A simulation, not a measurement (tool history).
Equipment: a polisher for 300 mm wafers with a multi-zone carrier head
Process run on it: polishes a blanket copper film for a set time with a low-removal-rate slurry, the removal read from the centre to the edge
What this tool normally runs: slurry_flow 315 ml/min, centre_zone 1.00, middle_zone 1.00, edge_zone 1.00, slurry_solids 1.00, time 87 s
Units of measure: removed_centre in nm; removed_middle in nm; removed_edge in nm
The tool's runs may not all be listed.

run,hour,slurry_flow,centre_zone,middle_zone,edge_zone,slurry_solids,time,"incoming thickness of the incoming film, nm",removed_centre,removed_middle,removed_edge
1,0.0,315,1.00,1.00,1.00,1.00,87,1527.8,220.2,230.2,222.1
2,37.2,315,1.00,1.00,1.00,1.00,87,1567.5,216.7,224.8,224.3
# hour 66.0: centre zone pressure recalibrated
3,73.2,315,1.09,1.00,1.00,1.00,101,1528.7,278.3,256.4,257.0
4,111.9,315,1.09,1.00,1.00,1.00,101,1512.1,279.7,254.2,253.6
5,186.6,315,1.00,1.00,1.00,1.00,87,1552.8,216.5,220.0,220.1
6,235.8,315,1.00,1.00,1.00,1.00,87,1550.0,215.4,210.9,219.2
# hour 270.2: slurry nozzle cleaned
7,278.2,315,0.91,1.00,1.00,1.20,87,1567.9,214.6,234.1,235.3
# hour 324.8: worn pad replaced by a new one
8,372.0,315,1.00,1.00,1.00,1.00,75,1517.8,189.6,191.1,193.2
9,443.5,380,0.94,1.07,1.00,0.90,87,1556.8,203.1,227.2,215.7
10,491.8,315,1.00,1.00,1.00,1.00,87,1521.5,216.8,219.2,219.0
# hour 499.5: edge zone pressure recalibrated
11,540.3,315,1.00,1.00,1.10,1.10,87,1545.5,222.7,226.0,236.4
# hour 562.0: centre zone pressure recalibrated
12,624.7,315,1.04,1.00,1.00,1.00,87,1566.8,220.9,212.3,213.9
# hour 642.3: carrier head's membrane replaced by a new one
13,673.8,315,1.00,1.00,1.00,1.00,87,1552.6,203.7,208.4,213.5
# hour 697.7: worn pad replaced by a new one
# hour 743.7: slurry nozzle cleaned
14,759.6,220,1.00,1.05,1.10,0.75,87,1544.0,195.8,202.7,206.3
15,807.0,315,0.96,1.00,1.08,1.30,87,1548.2,230.2,239.4,252.5
16,902.9,315,1.00,1.00,1.00,1.00,75,1545.8,191.4,198.5,190.9
17,950.1,315,1.00,1.00,1.00,1.30,61,1550.8,167.0,167.9,169.3
18,1054.3,275,1.00,1.00,1.00,1.00,87,1532.1,211.1,212.3,213.5
# hour 1074.8: worn pad replaced by a new one
# hour 1117.7: centre zone pressure recalibrated
# hour 1123.8: slurry nozzle cleaned
19,1143.4,315,1.07,1.07,1.00,1.25,115,1541.9,341.1,329.0,315.3
20,1191.4,375,1.00,1.00,1.00,1.00,87,1527.1,227.6,227.4,223.3

Here are 5 independent what-if runs from the current tool condition. What would each one return?
A,1191.8,315,1.00,1.00,1.00,1.00,87,1546.0,?,?,?
B,1191.8,315,1.00,1.06,1.00,1.10,117,1546.0,?,?,?
C,1191.8,315,1.06,1.00,1.00,1.00,87,1546.0,?,?,?
D,1191.8,285,0.94,1.11,1.00,0.70,87,1546.0,?,?,?
E,1191.8,315,0.94,1.00,1.10,0.85,60,1546.0,?,?,?

run,removed_centre,removed_middle,removed_edge
A,225.1,219.3,225.0
B,312.0,312.2,311.5
C,238.8,219.3,225.0
D,185.4,202.1,197.6
E,138.4,143.5,154.3
Had the tool no hidden state, the same runs would have come out as:
run,removed_centre,removed_middle,removed_edge
A,225.7,219.8,225.3
B,312.8,312.9,312.1
C,239.3,219.7,225.3
D,185.9,202.6,198.0
E,138.7,143.8,154.5

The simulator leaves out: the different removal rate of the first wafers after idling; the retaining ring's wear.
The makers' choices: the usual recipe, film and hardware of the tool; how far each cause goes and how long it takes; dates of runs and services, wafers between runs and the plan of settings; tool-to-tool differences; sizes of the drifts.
